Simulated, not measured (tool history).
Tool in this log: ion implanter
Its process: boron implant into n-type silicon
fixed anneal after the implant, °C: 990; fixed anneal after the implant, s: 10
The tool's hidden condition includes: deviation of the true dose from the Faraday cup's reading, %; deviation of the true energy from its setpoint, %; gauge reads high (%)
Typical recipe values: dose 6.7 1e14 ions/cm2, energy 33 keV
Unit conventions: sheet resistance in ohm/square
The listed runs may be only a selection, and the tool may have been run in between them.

run	hour	dose	energy	wafers since the last listed run	hours since the last dose calibration	hours since the extraction supply was calibrated	hours since the gauge calibration	read-back reference wafer on the same gauge, sheet resistance	sheet resistance
1	0	6.7	33	0	827.1	997.1	1125.4	182.83	167.84
2	37.7	6.7	33	1224	864.8	1034.8	1163.1	182.96	167.71
3	93.4	6.7	33	1809	920.5	1090.5	1218.8	182.92	167.77
4	150.9	6.7	33	1867	978	1148	1276.3	182.91	168.16
5	216.8	6.7	33	2140	1043.9	1213.9	1342.2	182.97	168.35
6	288.5	6.7	33	2328	1115.6	1285.6	1413.9	183.04	168.17
7	375.4	6.7	33	2822	1202.5	1372.5	1500.8	183.1	167.79
8	469.1	6.7	29	3043	1296.2	1466.2	1594.5	183.04	169.44
9	539.8	6.7	33	2296	1366.9	1536.9	1665.2	182.99	168.21
10	586.7	6.7	33	1523	1413.8	1583.8	1712.1	182.94	167.75
11	647.5	6.7	33	1974	1474.6	1644.6	1772.9	183.08	168.01
12	700.6	7.43	33	1724	1527.7	1697.7	1826	183.01	154.39
# hour 741.9: gauge calibrated
13	747.9	7.43	33	1536	1575	1745	6	182.98	154.25
14	835.8	5.71	33	2854	1662.9	1832.9	93.9	182.97	191.61
15	901.9	5.01	41	2146	1729	1899	160	183.02	209.69
16	943.5	5.25	22.5	1351	1770.6	1940.6	201.6	183	210.47
17	1047.8	5.2	23.5	3387	1874.9	2044.9	305.9	182.86	210.81
18	1115.8	6.7	33	2208	1942.9	2112.9	373.9	183.08	168.06
# hour 1168.1: Faraday cup replaced and dose calibrated
19	1184.5	6.7	33	1971	16.4	2181.6	442.6	182.93	166.58
20	1240.4	5.68	28.5	1815	72.3	2237.5	498.5	183.15	192.6
# hour 1290.4: extraction supply calibrated
21	1331.9	4.95	39.5	2711	163.8	41.5	590	182.98	210.27
22	1368.6	7.21	44	1191	200.5	78.2	626.7	182.97	155.77
23	1444.4	6.7	33	2461	276.3	154	702.5	182.98	167.35
24	1551.3	5.5	27.5	3471	383.2	260.9	809.4	183.02	198.72
25	1621.3	7.99	39	2273	453.2	330.9	879.4	182.94	143.81
26	1727.4	8.45	30	3445	559.3	437	985.5	182.97	139.56
27	1789	8.07	33	2000	620.9	498.6	1047.1	183.03	143.63
28	1858.5	8.69	23.5	2257	690.4	568.1	1116.6	182.91	137.97
29	1914	8.19	44	1802	745.9	623.6	1172.1	182.91	140.96

Forecast each of these 4 alternatives for the next run:
A	1914.4	6.7	33	12	746.3	624	1172.5	?	?
B	1914.4	6.7	36.5	12	746.3	624	1172.5	?	?
C	1914.4	4.79	42	12	746.3	624	1172.5	?	?
D	1914.4	6.7	39.5	12	746.3	624	1172.5	?	?

run	read-back reference wafer on the same gauge, sheet resistance	sheet resistance
A	183.1	167.81
B	183.1	166.94
C	183.1	216.08
D	183.1	166.33
What these runs would have given with no unlogged condition in the tool:
run	sheet resistance
A	166.69
B	165.83
C	214.72
D	165.23
